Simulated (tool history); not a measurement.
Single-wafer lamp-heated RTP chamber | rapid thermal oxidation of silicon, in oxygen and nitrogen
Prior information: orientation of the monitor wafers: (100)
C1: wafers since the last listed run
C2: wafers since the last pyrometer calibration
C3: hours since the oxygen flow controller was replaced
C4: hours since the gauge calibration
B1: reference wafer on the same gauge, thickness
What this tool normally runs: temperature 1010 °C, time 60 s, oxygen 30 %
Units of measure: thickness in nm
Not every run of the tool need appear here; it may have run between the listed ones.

Run 1, day 0.000: usual settings; C1 0; C2 5; C3 5839.8; C4 839.6; B1 3.594. Result: thickness 4.293 nm.
Run 2, day 1.625: usual settings but time 45 s, oxygen 20 %; C1 429; C2 435; C3 5878.8; C4 878.6; B1 3.590. Result: thickness 3.412 nm.
Run 3, day 4.562: usual settings; C1 777; C2 1213; C3 5949.3; C4 949.1; B1 3.586. Result: thickness 4.276 nm.
Run 4, day 10.229: usual settings; C1 1499; C2 2712; C3 6085.3; C4 1085.1; B1 3.574. Result: thickness 4.256 nm.
Run 5, day 12.862: usual settings; C1 696; C2 3409; C3 6148.5; C4 1148.3; B1 3.567. Result: thickness 4.280 nm.
Run 6, day 17.075: usual settings but time 72 s; C1 1114; C2 4523; C3 6249.6; C4 1249.4; B1 3.552. Result: thickness 4.575 nm.
Run 7, day 20.617: usual settings but time 72 s; C1 937; C2 5460; C3 6334.6; C4 1334.4; B1 3.545. Result: thickness 4.575 nm.
Run 8, day 22.808: usual settings but time 72 s; C1 579; C2 6040; C3 6387.2; C4 1387.0; B1 3.540. Result: thickness 4.531 nm.
Run 9, day 24.921: usual settings; C1 558; C2 6599; C3 6437.9; C4 1437.7; B1 3.535. Result: thickness 4.204 nm.
At day 27.850: pyrometer window cleaned and pyrometer calibrated.
Run 10, day 28.779: usual settings; C1 932; C2 245; C3 6530.5; C4 1530.3; B1 3.516. Result: thickness 4.201 nm.
Run 11, day 31.233: usual settings; C1 649; C2 894; C3 6589.4; C4 1589.2; B1 3.509. Result: thickness 4.197 nm.
Run 12, day 34.162: usual settings; C1 774; C2 1669; C3 6659.7; C4 1659.5; B1 3.501. Result: thickness 4.178 nm.
Run 13, day 35.817: usual settings; C1 437; C2 2107; C3 6699.4; C4 1699.2; B1 3.495. Result: thickness 4.152 nm.
At day 39.792: gauge calibrated.
Run 14, day 40.217: usual settings but time 46 s; C1 1164; C2 3271; C3 6805.0; C4 10.2; B1 3.664. Result: thickness 3.976 nm.
Run 15, day 44.717: usual settings but oxygen 37 %; C1 1190; C2 4462; C3 6913.0; C4 118.2; B1 3.673. Result: thickness 4.715 nm.
Run 16, day 46.846: usual settings but time 35 s, oxygen 17 %; C1 563; C2 5025; C3 6964.1; C4 169.3; B1 3.662. Result: thickness 3.110 nm.
Run 17, day 52.117: usual settings but temperature 1021 °C; C1 1394; C2 6419; C3 7090.6; C4 295.8; B1 3.658. Result: thickness 4.724 nm.
At day 52.462: pyrometer window cleaned and pyrometer calibrated.
Run 18, day 55.317: usual settings but temperature 990 °C; C1 758; C2 754; C3 7167.4; C4 372.6; B1 3.662. Result: thickness 3.838 nm.
Run 19, day 58.792: usual settings but oxygen 17 %; C1 919; C2 1674; C3 7250.8; C4 456.0; B1 3.657. Result: thickness 3.699 nm.
Run 20, day 60.854: usual settings but time 70 s; C1 545; C2 2220; C3 7300.3; C4 505.5; B1 3.654. Result: thickness 4.627 nm.
Run 21, day 64.992: usual settings but temperature 981 °C, oxygen 17 %; C1 1094; C2 3314; C3 7399.6; C4 604.8; B1 3.651. Result: thickness 3.172 nm.
Run 22, day 68.250: usual settings but temperature 988 °C, time 84 s, oxygen 21 %; C1 862; C2 4176; C3 7477.8; C4 683.0; B1 3.646. Result: thickness 3.905 nm.
At day 69.971: oxygen flow controller replaced.
Run 23, day 72.421: usual settings; C1 1015; C2 5192; C3 58.8; C4 783.1; B1 3.638. Result: thickness 4.362 nm.
Run 24, day 74.304: usual settings but temperature 1022 °C, time 32 s, oxygen 17 %; C1 498; C2 5690; C3 104.0; C4 828.3; B1 3.635. Result: thickness 3.172 nm.
Run 25, day 76.350: usual settings; C1 541; C2 6231; C3 153.1; C4 877.4; B1 3.634. Result: thickness 4.372 nm.
Run 26, day 78.038: usual settings but temperature 992 °C, time 39 s, oxygen 17 %; C1 446; C2 6678; C3 193.6; C4 917.9; B1 3.626. Result: thickness 2.920 nm.
At day 80.217: pyrometer window cleaned and pyrometer calibrated.
Run 27, day 82.421: usual settings but time 48 s; C1 1071; C2 583; C3 298.8; C4 1023.1; B1 3.617. Result: thickness 3.962 nm.
Run 28, day 86.125: usual settings but temperature 989 °C, oxygen 44 %; C1 980; C2 1563; C3 387.7; C4 1112.0; B1 3.604. Result: thickness 4.225 nm.
Run 29, day 87.729: usual settings; C1 424; C2 1987; C3 426.2; C4 1150.5; B1 3.600. Result: thickness 4.315 nm.
Run 30, day 93.821: usual settings; C1 1611; C2 3599; C3 572.4; C4 1296.7; B1 3.586. Result: thickness 4.303 nm.
Run 31, day 97.683: usual settings but time 36 s; C1 1021; C2 4621; C3 665.1; C4 1389.4; B1 3.569. Result: thickness 3.509 nm.
Run 32, day 100.308: usual settings but temperature 988 °C, oxygen 42 %; C1 694; C2 5315; C3 728.1; C4 1452.4; B1 3.571. Result: thickness 4.096 nm.
Run 33, day 102.725: usual settings but time 48 s; C1 639; C2 5955; C3 786.1; C4 1510.4; B1 3.557. Result: thickness 3.892 nm.
Run 34, day 104.625: usual settings but temperature 1029 °C; C1 502; C2 6457; C3 831.7; C4 1556.0; B1 3.555. Result: thickness 4.778 nm.
At day 107.504: pyrometer window cleaned and pyrometer calibrated.
Run 35, day 107.729: usual settings but oxygen 50 %; C1 733; C2 59; C3 906.2; C4 1630.5; B1 3.541. Result: thickness 4.980 nm.
Run 36, day 110.688: usual settings but temperature 1025 °C, time 90 s, oxygen 38 %; C1 782; C2 841; C3 977.2; C4 1701.5; B1 3.525. Result: thickness 6.013 nm.
Run 37, day 112.750: usual settings but temperature 988 °C, time 86 s, oxygen 17 %; C1 545; C2 1387; C3 1026.7; C4 1751.0; B1 3.525. Result: thickness 3.590 nm.
Run 38, day 116.638: usual settings; C1 1028; C2 2416; C3 1120.0; C4 1844.3; B1 3.500. Result: thickness 4.180 nm.

Hidden condition of the tool, last listed run before each entry between runs versus first listed run after:
Logged between run 9 and run 10: pyrometer window cleaned and pyrometer calibrated (day 27.850)
  gauge reads high (%): -3.53 -> -3.88
  difference, measured minus the result without the unlogged condition, thickness: -0.154 -> -0.170 nm
Logged between run 13 and run 14: gauge calibrated (day 39.792)
  gauge reads high (%): -4.59 -> 0.208
  difference, measured minus the result without the unlogged condition, thickness: -0.199 -> +0.008 nm
Logged between run 17 and run 18: pyrometer window cleaned and pyrometer calibrated (day 52.462)
  gauge reads high (%): 0.0961 -> 0.0301
  difference, measured minus the result without the unlogged condition, thickness: +0.004 -> +0.002 nm
Logged between run 22 and run 23: oxygen flow controller replaced (day 69.971)
  gauge reads high (%): -0.391 -> -0.579
  difference, measured minus the result without the unlogged condition, thickness: -0.015 -> -0.025 nm
Logged between run 26 and run 27: pyrometer window cleaned and pyrometer calibrated (day 80.217)
  gauge reads high (%): -0.874 -> -1.14
  difference, measured minus the result without the unlogged condition, thickness: -0.026 -> -0.046 nm
Logged between run 34 and run 35: pyrometer window cleaned and pyrometer calibrated (day 107.504)
  gauge reads high (%): -2.9 -> -3.21
  difference, measured minus the result without the unlogged condition, thickness: -0.143 -> -0.165 nm
